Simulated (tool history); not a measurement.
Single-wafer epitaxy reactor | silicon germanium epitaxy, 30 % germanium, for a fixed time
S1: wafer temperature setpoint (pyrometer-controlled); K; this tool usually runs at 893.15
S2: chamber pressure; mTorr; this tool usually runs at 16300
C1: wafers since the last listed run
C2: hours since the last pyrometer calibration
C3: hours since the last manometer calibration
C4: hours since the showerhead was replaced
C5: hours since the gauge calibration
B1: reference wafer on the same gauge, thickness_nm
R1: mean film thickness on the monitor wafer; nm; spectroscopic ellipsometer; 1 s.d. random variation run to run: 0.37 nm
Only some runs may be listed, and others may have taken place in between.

run   hour      S1     S2   C1      C2      C3      C4     C5      B1       R1
  1    0.0  893.15  14200    0  1462.2  1402.1  8015.8   87.6  79.191   68.588
  2   30.7  893.15  14200  501  1492.9  1432.8  8046.5  118.3  79.053   68.656
  3   64.2  893.15  16300  547  1526.4  1466.3  8080.0  151.8  79.355   74.115
  4   91.4  893.15  16300  444  1553.6  1493.5  8107.2  179.0  79.268   74.877
  5  110.1  893.15  16300  305  1572.3  1512.2  8125.9  197.7  79.274   74.964
  6  144.0  893.15  16300  553  1606.2  1546.1  8159.8  231.6  79.491   74.407
     163.5  -- capacitance manometer re-zeroed and calibrated
  7  179.4  893.15  16300  447  1641.6    15.9  8195.2  267.0  79.500   75.244
  8  195.8  893.15  16300  267  1658.0    32.3  8211.6  283.4  79.662   74.992
  9  219.1  893.15  16300  380  1681.3    55.6  8234.9  306.7  79.770   74.622
     244.4  -- pyrometer calibrated
     246.7  -- showerhead replaced
 10  247.2  893.15  16300  290     2.8    83.7     0.5  334.8  79.986   75.169
 11  265.7  898.15  14700  302    21.3   102.2    19.0  353.3  79.949   77.093
 12  278.3  885.15  14600  205    33.9   114.8    31.6  365.9  80.040   62.812
 13  307.2  893.15  18100  472    62.8   143.7    60.5  394.8  80.282   79.470
 14  336.2  893.15  16300  473    91.8   172.7    89.5  423.8  80.488   75.936
 15  362.5  900.15  15100  429   118.1   199.0   115.8  450.1  80.612   80.819
     376.0  -- gauge calibrated
 16  380.7  907.15  19500  297   136.3   217.2   134.0    4.7  78.913  100.548
 17  416.7  905.15  18500  588   172.3   253.2   170.0   40.7  78.781   95.655
 18  444.4  899.15  13700  452   200.0   280.9   197.7   68.4  78.889   74.005
 19  463.6  893.15  13700  313   219.2   300.1   216.9   87.6  78.969   67.650
 20  495.6  905.15  15200  522   251.2   332.1   248.9  119.6  78.894   85.660
 21  518.7  893.15  16300  377   274.3   355.2   272.0  142.7  78.921   73.952

Entry by entry between the runs, the difference in hidden state between the last listed run before and the first listed run after:
Runs 6 to 7: capacitance manometer re-zeroed and calibrated (hour 163.5)
  gauge reads high (%): 0.626 -> 0.798
  measured result minus the result with no hidden state, R1: +0.463 -> +0.596 nm
Runs 9 to 10: pyrometer calibrated (hour 244.4); showerhead replaced (hour 246.7)
  gauge reads high (%): 1.02 -> 1.2
  measured result minus the result with no hidden state, R1: +0.754 -> +0.890 nm
Runs 15 to 16: gauge calibrated (hour 376.0)
  gauge reads high (%): 2.08 -> -0.221
  measured result minus the result with no hidden state, R1: +1.648 -> -0.222 nm

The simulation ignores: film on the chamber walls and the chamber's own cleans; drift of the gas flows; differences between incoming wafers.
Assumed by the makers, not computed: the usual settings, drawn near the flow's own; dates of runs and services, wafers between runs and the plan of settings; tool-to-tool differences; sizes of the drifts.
